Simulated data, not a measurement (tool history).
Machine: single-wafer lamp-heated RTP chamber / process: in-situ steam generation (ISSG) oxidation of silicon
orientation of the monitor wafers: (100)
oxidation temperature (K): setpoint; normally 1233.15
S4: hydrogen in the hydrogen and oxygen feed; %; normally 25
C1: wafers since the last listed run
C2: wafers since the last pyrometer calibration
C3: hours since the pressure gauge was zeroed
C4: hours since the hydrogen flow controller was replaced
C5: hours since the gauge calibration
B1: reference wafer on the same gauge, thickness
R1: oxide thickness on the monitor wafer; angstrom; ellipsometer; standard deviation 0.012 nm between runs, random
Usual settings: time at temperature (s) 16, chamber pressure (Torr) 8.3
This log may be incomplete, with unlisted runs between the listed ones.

Run 1, day 0: usual settings but time at temperature (s) 19; C1 0; C2 5364; C3 3964.9; C4 6638.3; C5 48; B1 4.08. Result: R1 48.63 angstrom.
Run 2, day 0.75: usual settings; C1 304; C2 5669; C3 3982.9; C4 6656.3; C5 66; B1 4.081. Result: R1 45.31 angstrom.
Run 3, day 1.342: usual settings; C1 240; C2 5909; C3 3997.1; C4 6670.5; C5 80.2; B1 4.078. Result: R1 45.31 angstrom.
Run 4, day 1.771: usual settings; C1 174; C2 6084; C3 4007.4; C4 6680.8; C5 90.5; B1 4.08. Result: R1 45.32 angstrom.
At day 2.138: pyrometer window cleaned and pyrometer calibrated.
Run 5, day 2.367: usual settings; C1 106; C2 93; C3 4021.7; C4 6695.1; C5 104.8; B1 4.079. Result: R1 44.11 angstrom.
At day 3.029: pressure gauge zeroed.
Run 6, day 3.05: usual settings; C1 142; C2 235; C3 0.5; C4 6711.5; C5 121.2; B1 4.078. Result: R1 44.46 angstrom.
At day 3.467: hydrogen flow controller replaced.
At day 3.525: gauge calibrated.
Run 7, day 3.529: usual settings but oxidation temperature (K) 1226.15; C1 59; C2 295; C3 12; C4 1.5; C5 0.1; B1 4.08. Result: R1 43.47 angstrom.
Run 8, day 3.858: usual settings but oxidation temperature (K) 1217.15, time at temperature (s) 10, chamber pressure (Torr) 7.5; C1 133; C2 428; C3 19.9; C4 9.4; C5 8; B1 4.081. Result: R1 35.77 angstrom.
Run 9, day 4.575: usual settings but oxidation temperature (K) 1227.15, chamber pressure (Torr) 7.5; C1 291; C2 720; C3 37.1; C4 26.6; C5 25.2; B1 4.081. Result: R1 44.03 angstrom.
Run 10, day 4.892: usual settings but oxidation temperature (K) 1228.15, time at temperature (s) 10; C1 128; C2 848; C3 44.7; C4 34.2; C5 32.8; B1 4.078. Result: R1 36.75 angstrom.
Run 11, day 5.233: usual settings; C1 138; C2 987; C3 52.9; C4 42.4; C5 41; B1 4.079. Result: R1 44.55 angstrom.
Run 12, day 5.542: usual settings but time at temperature (s) 19, S4 18 %; C1 125; C2 1112; C3 60.3; C4 49.8; C5 48.4; B1 4.08. Result: R1 44.3 angstrom.
Run 13, day 5.992: usual settings but oxidation temperature (K) 1217.15; C1 182; C2 1295; C3 71.1; C4 60.6; C5 59.2; B1 4.082. Result: R1 42.72 angstrom.

Forecast run 14:
Run 14, day 6.396: usual settings but oxidation temperature (K) 1222.15, time at temperature (s) 18, chamber pressure (Torr) 7.1; C1 164; C2 1460; C3 80.8; C4 70.3; C5 68.9; B1 ?. Result: R1 ?.

B1: 4.079
R1: 45.4 angstrom
Were there no unlogged condition in the tool, this run, its random variation unchanged, would have produced R1 44.42 angstrom.
